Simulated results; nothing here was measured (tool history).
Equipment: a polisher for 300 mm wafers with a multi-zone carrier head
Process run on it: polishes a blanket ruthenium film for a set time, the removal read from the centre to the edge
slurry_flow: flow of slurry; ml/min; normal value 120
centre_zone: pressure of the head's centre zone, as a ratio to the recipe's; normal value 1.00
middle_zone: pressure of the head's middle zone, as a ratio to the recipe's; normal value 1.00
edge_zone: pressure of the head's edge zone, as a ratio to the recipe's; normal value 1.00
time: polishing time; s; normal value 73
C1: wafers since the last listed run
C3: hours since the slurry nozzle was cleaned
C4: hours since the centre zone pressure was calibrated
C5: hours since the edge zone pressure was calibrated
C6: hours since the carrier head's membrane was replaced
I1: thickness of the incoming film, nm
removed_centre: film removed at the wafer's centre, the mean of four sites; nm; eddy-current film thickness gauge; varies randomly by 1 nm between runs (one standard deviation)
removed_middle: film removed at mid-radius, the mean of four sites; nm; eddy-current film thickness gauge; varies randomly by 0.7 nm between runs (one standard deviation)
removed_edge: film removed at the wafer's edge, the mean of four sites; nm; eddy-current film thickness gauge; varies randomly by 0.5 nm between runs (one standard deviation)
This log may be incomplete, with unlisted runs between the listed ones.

Run 1, hour 0.0: usual settings but time 56 s; C1 0; wafers polished on this pad 4; C3 829.2; C4 1011.4; C5 510.7; C6 1467.1; I1 425.2. Result: removed_centre 53.5 nm, removed_middle 55.3 nm, removed_edge 53.9 nm.
Run 2, hour 16.0: usual settings but time 56 s; C1 165; wafers polished on this pad 170; C3 845.2; C4 1027.4; C5 526.7; C6 1483.1; I1 425.5. Result: removed_centre 53.6 nm, removed_middle 53.9 nm, removed_edge 54.0 nm.
Run 3, hour 29.4: usual settings but time 56 s; C1 139; wafers polished on this pad 309; C3 858.6; C4 1040.8; C5 540.1; C6 1496.5; I1 432.6. Result: removed_centre 51.8 nm, removed_middle 53.8 nm, removed_edge 52.9 nm.
At hour 40.3: carrier head's membrane replaced by a new one.
Run 4, hour 40.8: usual settings; C1 66; wafers polished on this pad 376; C3 870.0; C4 1052.2; C5 551.5; C6 0.5; I1 435.1. Result: removed_centre 69.8 nm, removed_middle 70.8 nm, removed_edge 69.4 nm.
Run 5, hour 43.4: usual settings; C1 26; wafers polished on this pad 403; C3 872.6; C4 1054.8; C5 554.1; C6 3.1; I1 433.0. Result: removed_centre 67.6 nm, removed_middle 69.0 nm, removed_edge 69.6 nm.
Run 6, hour 50.9: usual settings; C1 77; wafers polished on this pad 480; C3 880.1; C4 1062.3; C5 561.6; C6 10.6; I1 425.4. Result: removed_centre 69.0 nm, removed_middle 69.8 nm, removed_edge 68.9 nm.
Run 7, hour 60.6: usual settings but middle_zone 1.06; C1 100; wafers polished on this pad 581; C3 889.8; C4 1072.0; C5 571.3; C6 20.3; I1 431.0. Result: removed_centre 66.0 nm, removed_middle 72.1 nm, removed_edge 67.0 nm.
At hour 65.4: slurry nozzle cleaned.
Run 8, hour 74.5: usual settings but slurry_flow 80 ml/min, middle_zone 1.10; C1 133; wafers polished on this pad 715; C3 9.1; C4 1085.9; C5 585.2; C6 34.2; I1 432.6. Result: removed_centre 61.9 nm, removed_middle 67.3 nm, removed_edge 63.6 nm.
Run 9, hour 82.5: usual settings; C1 82; wafers polished on this pad 798; C3 17.1; C4 1093.9; C5 593.2; C6 42.2; I1 434.8. Result: removed_centre 63.9 nm, removed_middle 65.0 nm, removed_edge 65.5 nm.
Run 10, hour 91.3: usual settings but slurry_flow 145 ml/min, middle_zone 0.93, edge_zone 1.10, time 53 s; C1 91; wafers polished on this pad 889; C3 25.9; C4 1102.7; C5 602.0; C6 51.0; I1 431.6. Result: removed_centre 47.3 nm, removed_middle 45.1 nm, removed_edge 49.4 nm.
Run 11, hour 99.7: usual settings; C1 87; wafers polished on this pad 976; C3 34.3; C4 1111.1; C5 610.4; C6 59.4; I1 422.8. Result: removed_centre 62.2 nm, removed_middle 63.5 nm, removed_edge 62.7 nm.
Run 12, hour 112.0: usual settings but slurry_flow 150 ml/min, centre_zone 1.06, edge_zone 0.90; C1 127; wafers polished on this pad 1104; C3 46.6; C4 1123.4; C5 622.7; C6 71.7; I1 433.8. Result: removed_centre 67.4 nm, removed_middle 63.7 nm, removed_edge 59.1 nm.
At hour 117.2: edge zone pressure recalibrated.
At hour 118.8: worn pad replaced by a new one.
Run 13, hour 123.4: usual settings; C1 81; wafers polished on this pad 47; C3 58.0; C4 1134.8; C5 6.2; C6 83.1; I1 428.8. Result: removed_centre 70.0 nm, removed_middle 72.4 nm, removed_edge 70.8 nm.
At hour 131.9: centre zone pressure recalibrated.
Run 14, hour 135.2: usual settings; C1 101; wafers polished on this pad 149; C3 69.8; C4 3.3; C5 18.0; C6 94.9; I1 428.6. Result: removed_centre 70.5 nm, removed_middle 71.2 nm, removed_edge 71.0 nm.
Run 15, hour 144.9: usual settings but centre_zone 0.89, time 56 s; C1 100; wafers polished on this pad 250; C3 79.5; C4 13.0; C5 27.7; C6 104.6; I1 432.2. Result: removed_centre 49.3 nm, removed_middle 55.5 nm, removed_edge 54.7 nm.
Run 16, hour 158.8: usual settings but slurry_flow 90 ml/min, centre_zone 0.95; C1 144; wafers polished on this pad 394; C3 93.4; C4 26.9; C5 41.6; C6 118.5; I1 423.1. Result: removed_centre 60.4 nm, removed_middle 67.7 nm, removed_edge 67.7 nm.
Run 17, hour 172.0: usual settings but slurry_flow 100 ml/min, centre_zone 1.09; C1 136; wafers polished on this pad 531; C3 106.6; C4 40.1; C5 54.8; C6 131.7; I1 434.4. Result: removed_centre 73.9 nm, removed_middle 68.8 nm, removed_edge 67.7 nm.
Run 18, hour 185.9: usual settings but time 53 s; C1 144; wafers polished on this pad 675; C3 120.5; C4 54.0; C5 68.7; C6 145.6; I1 430.2. Result: removed_centre 48.2 nm, removed_middle 50.5 nm, removed_edge 49.1 nm.
Run 19, hour 194.3: usual settings; C1 87; wafers polished on this pad 762; C3 128.9; C4 62.4; C5 77.1; C6 154.0; I1 432.7. Result: removed_centre 67.6 nm, removed_middle 65.6 nm, removed_edge 67.4 nm.
Run 20, hour 206.3: usual settings but slurry_flow 100 ml/min, middle_zone 1.03; C1 124; wafers polished on this pad 887; C3 140.9; C4 74.4; C5 89.1; C6 166.0; I1 429.4. Result: removed_centre 63.4 nm, removed_middle 65.5 nm, removed_edge 64.1 nm.
At hour 222.6: worn pad replaced by a new one.
Run 21, hour 223.1: usual settings but centre_zone 0.97; C1 132; wafers polished on this pad 5; C3 157.7; C4 91.2; C5 105.9; C6 182.8; I1 430.9. Result: removed_centre 68.1 nm, removed_middle 72.8 nm, removed_edge 71.8 nm.
Run 22, hour 228.6: usual settings but middle_zone 0.94, time 55 s; C1 57; wafers polished on this pad 62; C3 163.2; C4 96.7; C5 111.4; C6 188.3; I1 432.2. Result: removed_centre 51.0 nm, removed_middle 51.5 nm, removed_edge 54.3 nm.

Each row is a separate what-if for the run after 22, all from the same tool condition, not one after another. Results?
Run A, hour 229.0: usual settings; C1 4; wafers polished on this pad 66; C3 163.6; C4 97.1; C5 111.8; C6 188.7; I1 426.0. Result: removed_centre ?, removed_middle ?, removed_edge ?.
Run B, hour 229.0: usual settings but slurry_flow 95 ml/min, edge_zone 1.12; C1 4; wafers polished on this pad 66; C3 163.6; C4 97.1; C5 111.8; C6 188.7; I1 426.0. Result: removed_centre ?, removed_middle ?, removed_edge ?.
Run C, hour 229.0: usual settings but middle_zone 0.97; C1 4; wafers polished on this pad 66; C3 163.6; C4 97.1; C5 111.8; C6 188.7; I1 426.0. Result: removed_centre ?, removed_middle ?, removed_edge ?.
Run D, hour 229.0: usual settings but edge_zone 1.04; C1 4; wafers polished on this pad 66; C3 163.6; C4 97.1; C5 111.8; C6 188.7; I1 426.0. Result: removed_centre ?, removed_middle ?, removed_edge ?.
Run E, hour 229.0: usual settings but edge_zone 0.95, time 80 s; C1 4; wafers polished on this pad 66; C3 163.6; C4 97.1; C5 111.8; C6 188.7; I1 426.0. Result: removed_centre ?, removed_middle ?, removed_edge ?.

run  removed_centre  removed_middle  removed_edge
  A            70.3            71.3          71.5
  B            67.6            68.9          73.8
  C            70.2            69.5          71.6
  D            70.3            71.3          72.9
  E            77.0            78.1          76.6
Without the tool's unlogged condition, the same runs would have read:
run  removed_centre  removed_middle  removed_edge
  A            70.5            71.5          71.8
  B            67.8            69.1          74.0
  C            70.4            69.7          71.8
  D            70.5            71.5          73.1
  E            77.2            78.3          76.8

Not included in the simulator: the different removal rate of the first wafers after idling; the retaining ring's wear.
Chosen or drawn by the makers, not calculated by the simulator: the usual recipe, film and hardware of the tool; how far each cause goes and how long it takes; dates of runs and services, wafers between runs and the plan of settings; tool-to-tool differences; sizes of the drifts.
